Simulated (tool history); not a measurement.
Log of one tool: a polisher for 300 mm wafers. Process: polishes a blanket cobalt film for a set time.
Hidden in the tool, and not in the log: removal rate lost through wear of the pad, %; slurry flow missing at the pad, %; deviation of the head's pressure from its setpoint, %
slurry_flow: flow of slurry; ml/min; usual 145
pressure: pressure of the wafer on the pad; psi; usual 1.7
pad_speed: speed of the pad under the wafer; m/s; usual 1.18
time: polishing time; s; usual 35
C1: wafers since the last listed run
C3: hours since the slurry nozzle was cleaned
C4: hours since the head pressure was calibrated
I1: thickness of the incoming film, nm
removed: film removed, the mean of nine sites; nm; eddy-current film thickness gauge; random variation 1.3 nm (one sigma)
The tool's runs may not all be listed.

{"run": 1, "hour": 0.0, "slurry_flow": 145, "pressure": 1.9, "pad_speed": 1.18, "time": 35, "C1": 0, "wafers polished on this pad": 5004, "C3": 485.1, "C4": 705.4, "I1": 922.1, "removed": 197}
{"run": 2, "hour": 46.8, "slurry_flow": 145, "pressure": 1.9, "pad_speed": 1.18, "time": 35, "C1": 804, "wafers polished on this pad": 5808, "C3": 531.9, "C4": 752.2, "I1": 925.4, "removed": 199.2}
{"hour": 54.0, "done": "worn pad replaced by a new one"}
{"run": 3, "hour": 82.8, "slurry_flow": 145, "pressure": 2, "pad_speed": 1.18, "time": 35, "C1": 549, "wafers polished on this pad": 495, "C3": 567.9, "C4": 788.2, "I1": 920.2, "removed": 207.5}
{"hour": 100.0, "done": "slurry nozzle cleaned"}
{"run": 4, "hour": 122.2, "slurry_flow": 145, "pressure": 2, "pad_speed": 1.18, "time": 35, "C1": 659, "wafers polished on this pad": 1155, "C3": 22.2, "C4": 827.6, "I1": 915.4, "removed": 207.8}
{"run": 5, "hour": 161.5, "slurry_flow": 145, "pressure": 1.7, "pad_speed": 1.04, "time": 35, "C1": 675, "wafers polished on this pad": 1830, "C3": 61.5, "C4": 866.9, "I1": 926, "removed": 162.6}
{"run": 6, "hour": 200.1, "slurry_flow": 145, "pressure": 1.7, "pad_speed": 1.04, "time": 35, "C1": 663, "wafers polished on this pad": 2494, "C3": 100.1, "C4": 905.5, "I1": 909.9, "removed": 164}
{"run": 7, "hour": 254.3, "slurry_flow": 145, "pressure": 1.7, "pad_speed": 1.18, "time": 27, "C1": 931, "wafers polished on this pad": 3425, "C3": 154.3, "C4": 959.7, "I1": 911.3, "removed": 137.4}
{"run": 8, "hour": 319.1, "slurry_flow": 145, "pressure": 1.7, "pad_speed": 1.18, "time": 27, "C1": 1113, "wafers polished on this pad": 4539, "C3": 219.1, "C4": 1024.5, "I1": 920.6, "removed": 136.5}
{"run": 9, "hour": 388.8, "slurry_flow": 145, "pressure": 1.7, "pad_speed": 1.18, "time": 27, "C1": 1197, "wafers polished on this pad": 5736, "C3": 288.8, "C4": 1094.2, "I1": 922.9, "removed": 137.8}
{"hour": 408.8, "done": "worn pad replaced by a new one"}
{"run": 10, "hour": 442.8, "slurry_flow": 145, "pressure": 1.7, "pad_speed": 1.32, "time": 41, "C1": 859, "wafers polished on this pad": 584, "C3": 342.8, "C4": 1148.2, "I1": 899.2, "removed": 221.6}
{"run": 11, "hour": 495.6, "slurry_flow": 145, "pressure": 1.7, "pad_speed": 1.32, "time": 41, "C1": 907, "wafers polished on this pad": 1491, "C3": 395.6, "C4": 1201, "I1": 915.8, "removed": 225.6}
{"run": 12, "hour": 549.1, "slurry_flow": 145, "pressure": 1.7, "pad_speed": 1.32, "time": 41, "C1": 919, "wafers polished on this pad": 2410, "C3": 449.1, "C4": 1254.5, "I1": 919, "removed": 223.6}
{"run": 13, "hour": 606.5, "slurry_flow": 145, "pressure": 1.7, "pad_speed": 1.18, "time": 35, "C1": 986, "wafers polished on this pad": 3397, "C3": 506.5, "C4": 1311.9, "I1": 914.7, "removed": 174.7}
{"hour": 620.2, "done": "slurry nozzle cleaned"}
{"run": 14, "hour": 640.4, "slurry_flow": 145, "pressure": 1.7, "pad_speed": 1.18, "time": 35, "C1": 565, "wafers polished on this pad": 3962, "C3": 20.2, "C4": 1345.8, "I1": 910.9, "removed": 179.2}
{"run": 15, "hour": 685.9, "slurry_flow": 145, "pressure": 1.7, "pad_speed": 1.18, "time": 35, "C1": 781, "wafers polished on this pad": 4744, "C3": 65.7, "C4": 1391.3, "I1": 919.2, "removed": 177.4}
{"run": 16, "hour": 716.2, "slurry_flow": 145, "pressure": 1.7, "pad_speed": 1.18, "time": 43, "C1": 520, "wafers polished on this pad": 5265, "C3": 96, "C4": 1421.6, "I1": 927.1, "removed": 218.3}
{"hour": 721.5, "done": "worn pad replaced by a new one"}
{"run": 17, "hour": 758.4, "slurry_flow": 145, "pressure": 1.7, "pad_speed": 1.18, "time": 35, "C1": 656, "wafers polished on this pad": 633, "C3": 138.2, "C4": 1463.8, "I1": 932.4, "removed": 174.4}
{"run": 18, "hour": 829.7, "slurry_flow": 95, "pressure": 1.5, "pad_speed": 1.52, "time": 44, "C1": 1225, "wafers polished on this pad": 1859, "C3": 209.5, "C4": 1535.1, "I1": 931.6, "removed": 205.2}
{"hour": 862.9, "done": "head pressure recalibrated"}
{"run": 19, "hour": 879.6, "slurry_flow": 145, "pressure": 2.2, "pad_speed": 0.78, "time": 26, "C1": 823, "wafers polished on this pad": 2682, "C3": 259.4, "C4": 16.7, "I1": 917, "removed": 136.1}
{"run": 20, "hour": 934.5, "slurry_flow": 130, "pressure": 1.4, "pad_speed": 1.18, "time": 39, "C1": 943, "wafers polished on this pad": 3625, "C3": 314.3, "C4": 71.6, "I1": 911.1, "removed": 157.7}
{"run": 21, "hour": 970.2, "slurry_flow": 145, "pressure": 1.7, "pad_speed": 1.18, "time": 35, "C1": 613, "wafers polished on this pad": 4239, "C3": 350, "C4": 107.3, "I1": 927.9, "removed": 177.7}
{"run": 22, "hour": 1021.5, "slurry_flow": 145, "pressure": 1.7, "pad_speed": 1.18, "time": 24, "C1": 881, "wafers polished on this pad": 5120, "C3": 401.3, "C4": 158.6, "I1": 939.9, "removed": 119.8}
{"hour": 1061.0, "done": "worn pad replaced by a new one"}
{"run": 23, "hour": 1073.2, "slurry_flow": 145, "pressure": 1.7, "pad_speed": 1.18, "time": 35, "C1": 819, "wafers polished on this pad": 209, "C3": 453, "C4": 210.3, "I1": 927.6, "removed": 177.6}
{"run": 24, "hour": 1128.8, "slurry_flow": 145, "pressure": 1.7, "pad_speed": 1.18, "time": 35, "C1": 955, "wafers polished on this pad": 1164, "C3": 508.6, "C4": 265.9, "I1": 922.2, "removed": 177.8}
{"run": 25, "hour": 1181.1, "slurry_flow": 145, "pressure": 1.7, "pad_speed": 1.18, "time": 35, "C1": 898, "wafers polished on this pad": 2063, "C3": 560.9, "C4": 318.2, "I1": 930.8, "removed": 178}
{"hour": 1208.9, "done": "slurry nozzle cleaned"}
{"run": 26, "hour": 1235.0, "slurry_flow": 145, "pressure": 1.4, "pad_speed": 1.18, "time": 35, "C1": 909, "wafers polished on this pad": 2972, "C3": 26.1, "C4": 372.1, "I1": 912.4, "removed": 146.5}
{"run": 27, "hour": 1284.7, "slurry_flow": 120, "pressure": 1.4, "pad_speed": 0.96, "time": 27, "C1": 854, "wafers polished on this pad": 3826, "C3": 75.8, "C4": 421.8, "I1": 926.1, "removed": 96.4}
{"run": 28, "hour": 1313.1, "slurry_flow": 145, "pressure": 1.7, "pad_speed": 0.82, "time": 35, "C1": 488, "wafers polished on this pad": 4314, "C3": 104.2, "C4": 450.2, "I1": 916, "removed": 143.1}
{"run": 29, "hour": 1380.6, "slurry_flow": 100, "pressure": 1.7, "pad_speed": 1.18, "time": 35, "C1": 1159, "wafers polished on this pad": 5474, "C3": 171.7, "C4": 517.7, "I1": 918.6, "removed": 160.9}
{"hour": 1435.6, "done": "worn pad replaced by a new one"}
{"run": 30, "hour": 1530.4, "slurry_flow": 160, "pressure": 1.7, "pad_speed": 0.8, "time": 30, "C1": 2505, "wafers polished on this pad": 1628, "C3": 321.5, "C4": 667.5, "I1": 913.4, "removed": 125.6}
{"run": 31, "hour": 1582.8, "slurry_flow": 195, "pressure": 1.7, "pad_speed": 1.18, "time": 43, "C1": 900, "wafers polished on this pad": 2528, "C3": 373.9, "C4": 719.9, "I1": 910.6, "removed": 227.9}
{"run": 32, "hour": 1653.9, "slurry_flow": 145, "pressure": 1.7, "pad_speed": 1.18, "time": 27, "C1": 1221, "wafers polished on this pad": 3750, "C3": 445, "C4": 791, "I1": 929.2, "removed": 136.6}

Forecast each of these 5 alternatives for the next run:
{"run": "A", "hour": 1654.3, "slurry_flow": 145, "pressure": 1.7, "pad_speed": 1.18, "time": 35, "C1": 6, "wafers polished on this pad": 3757, "C3": 445.4, "C4": 791.4, "I1": 917.2, "removed": "?"}
{"run": "B", "hour": 1654.3, "slurry_flow": 105, "pressure": 2, "pad_speed": 1.18, "time": 26, "C1": 6, "wafers polished on this pad": 3757, "C3": 445.4, "C4": 791.4, "I1": 917.2, "removed": "?"}
{"run": "C", "hour": 1654.3, "slurry_flow": 120, "pressure": 2, "pad_speed": 0.88, "time": 35, "C1": 6, "wafers polished on this pad": 3757, "C3": 445.4, "C4": 791.4, "I1": 917.2, "removed": "?"}
{"run": "D", "hour": 1654.3, "slurry_flow": 185, "pressure": 1.7, "pad_speed": 0.78, "time": 35, "C1": 6, "wafers polished on this pad": 3757, "C3": 445.4, "C4": 791.4, "I1": 917.2, "removed": "?"}
{"run": "E", "hour": 1654.3, "slurry_flow": 125, "pressure": 2, "pad_speed": 0.94, "time": 38, "C1": 6, "wafers polished on this pad": 3757, "C3": 445.4, "C4": 791.4, "I1": 917.2, "removed": "?"}

run=A removed=176.8
run=B removed=143.2
run=C removed=169.2
run=D removed=146.8
run=E removed=192.1
Without the tool's hidden state the same runs would have given:
run=A removed=176.8
run=B removed=143.2
run=C removed=169.2
run=D removed=146.8
run=E removed=192.1
